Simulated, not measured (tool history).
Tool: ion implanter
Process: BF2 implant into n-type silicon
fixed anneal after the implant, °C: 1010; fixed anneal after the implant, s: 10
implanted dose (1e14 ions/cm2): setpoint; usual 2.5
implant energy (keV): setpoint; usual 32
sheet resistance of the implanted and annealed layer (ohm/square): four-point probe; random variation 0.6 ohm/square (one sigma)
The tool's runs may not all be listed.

run	day	implanted dose (1e14 ions/cm2)	implant energy (keV)	wafers since the last listed run	hours since the last dose calibration	hours since the extraction supply was calibrated	hours since the gauge calibration	read-back reference wafer on the same gauge, sheet resistance	sheet resistance of the implanted and annealed layer (ohm/square)
1	0	2.5	36	0	739	2518	476.9	326.94	377.68
2	1.442	2.5	36	670	773.6	2552.6	511.5	327	378.9
3	2.354	2.5	32	424	795.5	2574.5	533.4	326.95	381.58
4	3.292	2.5	32	435	818	2597	555.9	326.97	382.75
5	4.692	2.5	37.5	650	851.6	2630.6	589.5	326.98	376.58
6	5.796	2.5	37.5	513	878.1	2657.1	616	327.09	376.42
7	6.962	2.5	37.5	542	906.1	2685.1	644	326.97	376.41
# day 7.179: gauge calibrated
8	8.429	2.77	24.5	681	941.3	2720.3	30	327.01	357.15
# day 10.638: Faraday cup replaced and dose calibrated
# day 11.188: extraction supply calibrated
9	11.208	2.77	24.5	982	13.7	0.5	96.7	326.96	370.07
10	11.829	1.92	26	288	28.6	15.4	111.6	327.05	500.77
11	12.746	2.91	21	426	50.6	37.4	133.6	326.99	359.4
12	13.629	2.97	32	410	71.8	58.6	154.8	326.96	339.5
13	14.604	2.5	32	453	95.2	82	178.2	326.9	391.48
14	16.017	1.86	23.5	656	129.1	115.9	212.1	327.06	515
15	17.346	2.25	36	618	161	147.8	244	326.98	421.44
16	18.117	2.5	32	358	179.5	166.3	262.5	326.93	390
17	19.042	3.19	21	430	201.7	188.5	284.7	327.1	329.65
18	20.254	1.82	29	563	230.8	217.6	313.8	326.94	510.43
19	23.162	2.5	36	1352	300.6	287.4	383.6	327	384.84

Forecast each of these 3 alternatives for the next run:
A	23.179	2.5	40	7	301	287.8	384	?	?
B	23.179	1.88	21	7	301	287.8	384	?	?
C	23.179	2.5	22.5	7	301	287.8	384	?	?

run	read-back reference wafer on the same gauge, sheet resistance	sheet resistance of the implanted and annealed layer (ohm/square)
A	327.02	379.33
B	327.02	509.75
C	327.02	397.33
Without the tool's hidden state the same runs would have given:
run	sheet resistance of the implanted and annealed layer (ohm/square)
A	389.76
B	524.34
C	408.44

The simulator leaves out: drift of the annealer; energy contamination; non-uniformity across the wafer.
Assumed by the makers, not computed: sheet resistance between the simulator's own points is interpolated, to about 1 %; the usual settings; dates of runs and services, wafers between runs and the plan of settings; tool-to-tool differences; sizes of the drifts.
